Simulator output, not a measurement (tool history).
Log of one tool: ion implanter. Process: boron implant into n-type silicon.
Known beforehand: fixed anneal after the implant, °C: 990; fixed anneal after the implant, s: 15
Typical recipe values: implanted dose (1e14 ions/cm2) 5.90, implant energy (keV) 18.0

run    hour  implanted dose (1e14 ions/cm2)  implant energy (keV)  read-back reference wafer on the same gauge, sheet resistance  sheet resistance of the implanted and annealed layer (ohm/square)
  1     0.0                            5.90                  18.0                                                         210.10                                                             196.61
  2    49.3                            5.90                  18.0                                                         210.25                                                             196.91
  3   133.9                            5.90                  18.0                                                         209.89                                                             197.94
  4   445.2                            5.90                  18.0                                                         209.93                                                             197.74
  5   525.6                            5.90                  18.0                                                         209.98                                                             198.88
  6   599.6                            4.88                  13.5                                                         210.04                                                             235.47
  7   694.2                            5.90                  18.0                                                         209.60                                                             199.55
  8   774.1                            5.90                  18.0                                                         210.01                                                             200.07
  9   840.5                            4.88                  21.0                                                         209.81                                                             230.31
 10   921.0                            7.03                  21.5                                                         209.92                                                             171.90
 11   993.4                            7.60                  23.0                                                         210.11                                                             159.06
 12  1244.4                            4.81                  15.0                                                         210.20                                                             230.38
 13  1317.7                            6.36                  21.0                                                         209.74                                                             180.21
 14  1402.1                            5.90                  18.0                                                         210.00                                                             193.63
 15  1487.8                            4.41                  16.5                                                         209.94                                                             247.25
 16  1594.5                            7.18                  18.0                                                         209.76                                                             165.22
 17  1671.5                            7.19                  20.0                                                         210.09                                                             164.94
 18  1718.5                            7.52                  18.0                                                         209.78                                                             160.91

Withheld: 3 entries from between the runs. Position of each, and hidden state at the listed run before versus the listed run after:
In the gap between runs 6 and 7: gauge calibrated (hour 635.3)
  deviation of the true dose from the Faraday cup's reading, %: -4.11 -> -4.33
  measured value less the no-hidden-state value, sheet resistance of the implanted and annealed layer (ohm/square): +7.92 -> +7.08
In the gap between runs 11 and 12: Faraday cup replaced and dose calibrated (hour 1016.2); extraction supply calibrated (hour 1186.2)
  deviation of the true dose from the Faraday cup's reading, %: -5.03 -> -0.332
  measured value less the no-hidden-state value, sheet resistance of the implanted and annealed layer (ohm/square): +6.68 -> +0.62

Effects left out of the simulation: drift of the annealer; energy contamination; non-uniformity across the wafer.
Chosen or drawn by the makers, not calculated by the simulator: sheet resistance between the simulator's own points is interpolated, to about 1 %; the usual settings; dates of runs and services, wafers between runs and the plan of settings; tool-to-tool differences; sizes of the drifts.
